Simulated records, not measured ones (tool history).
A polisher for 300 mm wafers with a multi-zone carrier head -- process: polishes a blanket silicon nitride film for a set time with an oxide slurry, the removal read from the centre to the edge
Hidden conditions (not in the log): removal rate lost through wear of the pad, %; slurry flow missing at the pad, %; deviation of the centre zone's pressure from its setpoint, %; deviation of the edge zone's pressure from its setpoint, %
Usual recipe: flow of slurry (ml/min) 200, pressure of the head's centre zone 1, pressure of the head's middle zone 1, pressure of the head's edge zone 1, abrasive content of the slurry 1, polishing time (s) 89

run   hour  flow of slurry (ml/min)  pressure of the head's centre zone  pressure of the head's middle zone  pressure of the head's edge zone  abrasive content of the slurry  polishing time (s)  wafers since the last listed run  wafers polished on this pad  hours since the slurry nozzle was cleaned  hours since the centre zone pressure was calibrated  hours since the edge zone pressure was calibrated  hours since the carrier head's membrane was replaced  incoming thickness of the incoming film, nm  film removed at the wafer's centre (nm)  film removed at mid-radius (nm)  film removed at the wafer's edge (nm)
  1      0                      200                                1.05                                   1                                 1                               1                  89                                 0                         1208                                      283.9                                                407.4                                             1385.8                                                1581.8                                        583.2                                     80.7                             73.6                                   77.5
       6.7  -- slurry nozzle cleaned
  2   12.7                      200                                1.05                                   1                                 1                               1                  89                                72                         1280                                          6                                                420.1                                             1398.5                                                1594.5                                        581.4                                     80.9                             73.3                                   77.9
      27.5  -- worn pad replaced by a new one
  3     28                      200                                1.05                                   1                                 1                               1                  89                                69                            3                                       21.3                                                435.4                                             1413.8                                                1609.8                                        572.1                                     80.1                             74.7                                   77.5
  4   41.5                      200                                   1                                   1                                 1                               1                 105                                83                           86                                       34.8                                                448.9                                             1427.3                                                1623.3                                        571.1                                     90.1                             88.4                                   89.5
  5   55.1                      200                                   1                                   1                                 1                               1                 105                                84                          170                                       48.4                                                462.5                                             1440.9                                                1636.9                                          573                                     91.8                             88.2                                   93.1
        68  -- carrier head's membrane replaced by a new one
  6   72.1                      200                                   1                                 1.1                                 1                               1                 109                                74                          244                                       65.4                                                479.5                                             1457.9                                                   4.1                                        575.1                                     94.4                             99.6                                   92.7
  7   86.7                      260                                   1                                   1                              0.92                               1                  89                                90                          335                                         80                                                494.1                                             1472.5                                                  18.7                                        588.1                                     78.7                             77.8                                   75.4
     102.7  -- centre zone pressure recalibrated
  8  103.2                      200                                   1                                1.11                                 1                               1                  70                                89                          424                                       96.5                                                  0.5                                               1489                                                  35.2                                        577.5                                     59.8                             63.6                                   61.7
     109.5  -- edge zone pressure recalibrated
  9  114.5                      245                                   1                                   1                                 1                               1                  89                                57                          482                                      107.8                                                 11.8                                                  5                                                  46.5                                        572.7                                     78.8                             77.1                                   77.6
 10  123.4                      200                                   1                                   1                                 1                               1                 105                                55                          537                                      116.7                                                 20.7                                               13.9                                                  55.4                                        583.8                                     90.8                             84.6                                   92.2
 11  131.3                      200                                0.88                                0.89                               0.9                               1                 114                                48                          586                                      124.6                                                 28.6                                               21.8                                                  63.3                                        587.8                                     87.3                               87                                   95.1
 12  140.9                      145                                   1                                1.11                                 1                             1.1                  89                                59                          645                                      134.2                                                 38.2                                               31.4                                                  72.9                                        582.6                                     75.8                             79.4                                   77.6
 13    148                      140                                 0.9                                   1                                 1                               1                  89                                43                          689                                      141.3                                                 45.3                                               38.5                                                    80                                        576.1                                     63.3                             68.6                                     73
 14  164.1                      165                                1.04                                   1                                 1                               1                  89                                99                          789                                      157.4                                                 61.4                                               54.6                                                  96.1                                        570.7                                       77                             70.5                                   76.6
 15  170.7                      200                                   1                                   1                              0.92                             0.9                  89                                40                          829                                        164                                                   68                                               61.2                                                 102.7                                        567.1                                     73.9                             70.7                                   72.9
 16  176.8                      200                                   1                                   1                                 1                               1                 105                                37                          867                                      170.1                                                 74.1                                               67.3                                                 108.8                                        580.3                                       91                             89.5                                   90.7
 17  191.6                      200                                   1                                   1                                 1                             1.2                 112                                91                          959                                      184.9                                                 88.9                                               82.1                                                 123.6                                        571.9                                    105.8                             99.8                                  107.9
 18    207                      200                                   1                                   1                                 1                               1                  89                                95                         1054                                      200.3                                                104.3                                               97.5                                                   139                                          577                                     77.5                             73.8                                   77.2
 19  220.4                      145                                0.93                                   1                                 1                               1                  89                                82                         1137                                      213.7                                                117.7                                              110.9                                                 152.4                                        571.1                                     66.4                             68.8                                   74.2
 20  238.1                      245                                   1                                   1                                 1                               1                  89                               109                         1246                                      231.4                                                135.4                                              128.6                                                 170.1                                        579.4                                     78.7                             78.3                                   80.1
     242.2  -- worn pad replaced by a new one
 21  244.3                      170                                0.93                                   1                                 1                            0.85                 106                                13                           12                                      237.6                                                141.6                                              134.8                                                 176.3                                        579.3                                     76.6                             79.7                                   84.8
 22  252.1                      200                                   1                                   1                              0.89                               1                  89                                48                           60                                      245.4                                                149.4                                              142.6                                                 184.1                                          582                                     76.5                             74.5                                   73.5

Alternative continuations, all from the tool just after run 22; predict every row:
  A  252.5                      200                                   1                                   1                                 1                               1                  89                                 2                           63                                      245.8                                                149.8                                                143                                                 184.5                                        574.4                                        ?                                ?                                      ?
  B  252.5                      200                                0.92                                1.12                                 1                               1                  89                                 2                           63                                      245.8                                                149.8                                                143                                                 184.5                                        574.4                                        ?                                ?                                      ?
  C  252.5                      200                                   1                                 0.9                                 1                               1                  59                                 2                           63                                      245.8                                                149.8                                                143                                                 184.5                                        574.4                                        ?                                ?                                      ?
  D  252.5                      200                                   1                                   1                                 1                            0.85                  89                                 2                           63                                      245.8                                                149.8                                                143                                                 184.5                                        574.4                                        ?                                ?                                      ?

run  film removed at the wafer's centre (nm)  film removed at mid-radius (nm)  film removed at the wafer's edge (nm)
  A                                       77                               74                                   77.9
  B                                     70.8                             81.1                                   77.8
  C                                       51                             45.1                                   51.7
  D                                     71.5                             68.7                                   72.3
With the hidden condition removed and each run's random variation left untouched, the same runs would have given:
run  film removed at the wafer's centre (nm)  film removed at mid-radius (nm)  film removed at the wafer's edge (nm)
  A                                       77                               74                                   77.9
  B                                     70.8                             81.1                                   77.8
  C                                       51                             45.1                                   51.7
  D                                     71.5                             68.7                                   72.3

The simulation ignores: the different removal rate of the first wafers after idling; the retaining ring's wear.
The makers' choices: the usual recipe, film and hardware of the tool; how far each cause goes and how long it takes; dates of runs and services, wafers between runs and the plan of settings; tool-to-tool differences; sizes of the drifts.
